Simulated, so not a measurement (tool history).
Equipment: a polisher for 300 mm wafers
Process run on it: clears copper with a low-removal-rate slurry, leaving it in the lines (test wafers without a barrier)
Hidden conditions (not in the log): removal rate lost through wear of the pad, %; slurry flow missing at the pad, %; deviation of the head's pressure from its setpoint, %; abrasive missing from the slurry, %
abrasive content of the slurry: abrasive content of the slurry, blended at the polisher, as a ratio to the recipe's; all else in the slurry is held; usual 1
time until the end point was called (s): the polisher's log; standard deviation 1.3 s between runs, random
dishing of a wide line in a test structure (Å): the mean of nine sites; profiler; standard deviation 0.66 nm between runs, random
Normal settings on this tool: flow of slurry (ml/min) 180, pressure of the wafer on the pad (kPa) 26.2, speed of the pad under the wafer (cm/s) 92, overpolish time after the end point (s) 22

run    hour  flow of slurry (ml/min)  pressure of the wafer on the pad (kPa)  speed of the pad under the wafer (cm/s)  abrasive content of the slurry  overpolish time after the end point (s)  wafers since the last listed run  wafers polished on this pad  hours since the slurry nozzle was cleaned  hours since the head pressure was calibrated  hours since the slurry blender was calibrated  incoming thickness of the incoming film, nm  time until the end point was called (s)  dishing of a wide line in a test structure (Å)
  1       0                      180                                    26.2                                       92                               1                                       22                                 0                         1081                                      481.1                                         136.9                                          303.6                                        372.2                                    137.3                                             296
  2    96.5                      180                                    26.2                                       92                               1                                       22                               571                         1652                                      577.6                                         233.4                                          400.1                                        373.7                                    136.9                                             311
      157.7  -- slurry nozzle cleaned
      166.4  -- slurry blender recalibrated
  3   183.4                      180                                    26.2                                       92                               1                                       22                               496                         2149                                       25.7                                         320.3                                             17                                        369.9                                    134.2                                             306
  4   282.5                      180                                    26.2                                       92                               1                                       22                               586                         2736                                      124.8                                         419.4                                          116.1                                          377                                    136.1                                             306
      286.6  -- worn pad replaced by a new one
  5   325.5                      180                                    26.2                                       92                               1                                       22                               230                          230                                      167.8                                         462.4                                          159.1                                          367                                    133.4                                             311
  6   381.7                      180                                    26.2                                       92                               1                                       22                               332                          563                                        224                                         518.6                                          215.3                                        373.2                                    136.8                                             309
  7   479.3                      180                                    26.2                                       92                               1                                       22                               577                         1140                                      321.6                                         616.2                                          312.9                                        367.6                                    134.6                                             293
  8   583.8                      180                                    26.2                                       92                               1                                       22                               618                         1759                                      426.1                                         720.7                                          417.4                                        372.3                                    135.8                                             300
  9   621.6                      180                                    26.2                                       92                               1                                       22                               223                         1983                                      463.9                                         758.5                                          455.2                                        366.8                                    134.9                                             305
      636.7  -- slurry nozzle cleaned
      660.2  -- slurry blender recalibrated
 10   704.9                      180                                    26.2                                       92                               1                                       22                               475                         2458                                       68.2                                         841.8                                           44.7                                          364                                    132.4                                             302
      773.3  -- head pressure recalibrated
 11   804.8                      180                                    26.2                                       92                               1                                       22                               579                         3038                                      168.1                                          31.5                                          144.6                                        372.5                                    134.6                                             302
 12   848.7                      180                                    26.2                                       92                             1.1                                       19                               259                         3297                                        212                                          75.4                                          188.5                                        372.3                                    134.3                                             274
      900.9  -- worn pad replaced by a new one
 13   934.2                      180                                    31.7                                      114                               1                                       14                               482                          196                                      297.5                                         160.9                                            274                                        373.3                                     95.5                                             299
 14  1035.7                      180                                    26.2                                       92                             0.8                                       22                               600                          797                                        399                                         262.4                                          375.5                                        373.2                                    139.7                                             297
     1141.4  -- slurry nozzle cleaned
 15  1142.4                      215                                    26.2                                       66                            0.75                                       29                               625                         1423                                          1                                         369.1                                          482.2                                        368.1                                    172.5                                             304
 16    1248                      180                                    26.2                                       82                               1                                       32                               625                         2048                                      106.6                                         474.7                                          587.8                                        370.2                                    149.3                                             329
     1250.4  -- slurry blender recalibrated
 17  1293.1                      180                                    26.2                                       76                             0.9                                       22                               255                         2303                                      151.7                                         519.8                                           42.7                                        369.2                                    161.6                                             275
 18  1355.8                      115                                    26.2                                      122                            0.85                                       16                               371                         2674                                      214.4                                         582.5                                          105.4                                        362.4                                    117.4                                             265
 19  1452.4                      180                                    26.2                                       64                               1                                       22                               571                         3246                                        311                                         679.1                                            202                                        375.8                                    180.4                                             261
     1493.8  -- worn pad replaced by a new one
 20  1530.7                      235                                    23.4                                       70                             0.9                                       22                               439                          218                                      389.3                                         757.4                                          280.3                                        374.6                                    182.3                                             249
 21  1569.2                      180                                    26.2                                       92                               1                                       22                               227                          446                                      427.8                                         795.9                                          318.8                                        368.4                                    135.7                                             302
 22  1612.1                      180                                    26.2                                      122                            1.15                                       17                               253                          700                                      470.7                                         838.8                                          361.7                                        366.9                                    105.1                                             301
     1619.3  -- head pressure recalibrated
     1718.4  -- slurry blender recalibrated
       1751  -- slurry nozzle cleaned
 23    1755                      180                                    26.2                                       92                               1                                       22                               816                         1516                                          4                                         135.7                                           36.6                                        365.8                                    133.4                                             298
 24  1860.6                      180                                    26.2                                       92                               1                                       22                               625                         2141                                      109.6                                         241.3                                          142.2                                        364.2                                    133.6                                             310
 25  1968.9                      180                                    26.2                                       70                             0.8                                       22                               641                         2782                                      217.9                                         349.6                                          250.5                                        375.6                                    172.1                                             263
 26  2028.2                      220                                    26.2                                       92                             0.8                                       22                               351                         3133                                      277.2                                         408.9                                          309.8                                          367                                    133.3                                             306
     2120.8  -- worn pad replaced by a new one
 27  2121.1                      240                                    26.2                                       84                            0.85                                       17                               526                            2                                      370.1                                         501.8                                          402.7                                        375.4                                    145.4                                             261
 28  2198.8                      180                                    31.7                                       92                               1                                       22                               459                          461                                      447.8                                         579.5                                          480.4                                        370.3                                    113.7                                             333
     2296.6  -- slurry blender recalibrated
 29  2297.1                      115                                    26.2                                      122                            0.85                                       16                               570                         1031                                      546.1                                         677.8                                            0.5                                        376.8                                    118.6                                             263

Run-by-run hidden state of the tool:
removal rate lost through wear of the pad, %: 0 in every run
slurry flow missing at the pad, %: 0 in every run
deviation of the head's pressure from its setpoint, %: 0 in every run
abrasive missing from the slurry, %: 0 in every run

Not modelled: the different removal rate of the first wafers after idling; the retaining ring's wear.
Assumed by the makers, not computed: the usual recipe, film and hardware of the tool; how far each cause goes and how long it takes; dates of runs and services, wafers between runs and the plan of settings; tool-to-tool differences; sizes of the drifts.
